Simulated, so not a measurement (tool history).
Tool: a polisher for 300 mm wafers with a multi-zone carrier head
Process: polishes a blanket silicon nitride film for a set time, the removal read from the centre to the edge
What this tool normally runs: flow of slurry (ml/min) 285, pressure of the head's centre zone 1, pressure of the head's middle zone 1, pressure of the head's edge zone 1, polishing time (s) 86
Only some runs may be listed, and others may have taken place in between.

run,hour,flow of slurry (ml/min),pressure of the head's centre zone,pressure of the head's middle zone,pressure of the head's edge zone,polishing time (s),wafers since the last listed run,wafers polished on this pad,hours since the slurry nozzle was cleaned,hours since the centre zone pressure was calibrated,hours since the edge zone pressure was calibrated,hours since the carrier head's membrane was replaced,"incoming thickness of the incoming film, nm",film removed at the wafer's centre (nm),film removed at mid-radius (nm),film removed at the wafer's edge (nm)
1,0,285,1.06,1,1,86,0,1152,699.3,581.4,750.6,1164.6,420.1,198.2,183.8,180.5
2,75,285,0.93,1,1,86,754,1906,774.3,656.4,825.6,1239.6,419.9,178.1,181.7,179.2
# hour 139.2: worn pad replaced by a new one
3,177.2,285,0.93,1,1,86,988,382,876.5,758.6,927.8,1341.8,417,172.2,180.5,179.2
# hour 188.8: slurry nozzle cleaned
4,240.8,285,0.93,1,1,86,629,1012,52,822.2,991.4,1405.4,421.6,176.8,177.6,178.8
5,277.4,285,1,1,1,86,368,1380,88.6,858.8,1028,1442,414.2,189.2,179.9,177.9
6,375.7,285,0.92,1,1,86,989,2369,186.9,957.1,1126.3,1540.3,419,181.1,178.8,179.8
# hour 458: worn pad replaced by a new one
7,522.2,285,0.92,1,1,86,1433,645,333.4,1103.6,1272.8,1686.8,419,179.7,181.8,179.8
# hour 535.1: edge zone pressure recalibrated
8,559.3,285,1,1.08,1.05,86,353,999,370.5,1140.7,24.2,1723.9,418.8,195.8,191.3,184.3
# hour 590.8: centre zone pressure recalibrated
9,615,205,1,1,1,86,540,1539,426.2,24.2,79.9,1779.6,420.4,204.1,175.3,177.2
10,685.1,285,1.09,1,0.9,104,705,2244,496.3,94.3,150,1849.7,427.9,275.4,210.7,205.5
# hour 773.8: worn pad replaced by a new one
# hour 783.3: centre zone pressure recalibrated, repeated, since the last time left the tool worse
# hour 896.8: carrier head's membrane replaced by a new one
11,948.4,285,0.93,1,1,86,2538,1686,759.6,165.1,413.3,51.6,421,167.2,181.3,180.1
12,996.9,205,1,0.9,1,86,488,2174,808.1,213.6,461.8,100.1,418.1,175.7,160.7,176.2
# hour 1053.8: worn pad replaced by a new one
# hour 1073.3: slurry nozzle cleaned
13,1100.3,285,1.11,0.91,1,86,990,457,27,317,565.2,203.5,423,199.3,168.2,180.6
14,1166,285,1,1,1.11,102,661,1119,92.7,382.7,630.9,269.2,423.7,217.3,212.7,223.7
15,1247.6,285,1,1,1,86,821,1940,174.3,464.3,712.5,350.8,421.1,187.2,183.4,181.8
# hour 1321.2: worn pad replaced by a new one
16,1342.6,285,1.05,1,1,75,915,215,269.3,559.3,807.5,445.8,419.5,169.1,158.4,157.1
17,1427.1,285,1,0.93,0.95,95,850,1065,353.8,643.8,892,530.3,415.7,202.8,187.6,196.3

3 ways to go on from here, each from the tool as it stands after run 17. What would each give?
A,1427.6,285,1,1,1,86,5,1070,354.3,644.3,892.5,530.8,424,?,?,?
B,1427.6,320,1,1,1.1,71,5,1070,354.3,644.3,892.5,530.8,424,?,?,?
C,1427.6,285,0.91,1,1.1,86,5,1070,354.3,644.3,892.5,530.8,424,?,?,?

run,film removed at the wafer's centre (nm),film removed at mid-radius (nm),film removed at the wafer's edge (nm)
A,185.6,179.4,178.9
B,154.5,149.2,155.7
C,168.8,179.5,187.5
Without the tool's unlogged condition, the same runs would have read:
run,film removed at the wafer's centre (nm),film removed at mid-radius (nm),film removed at the wafer's edge (nm)
A,181.4,179.4,178.9
B,151,149.2,155.7
C,165,179.5,187.5
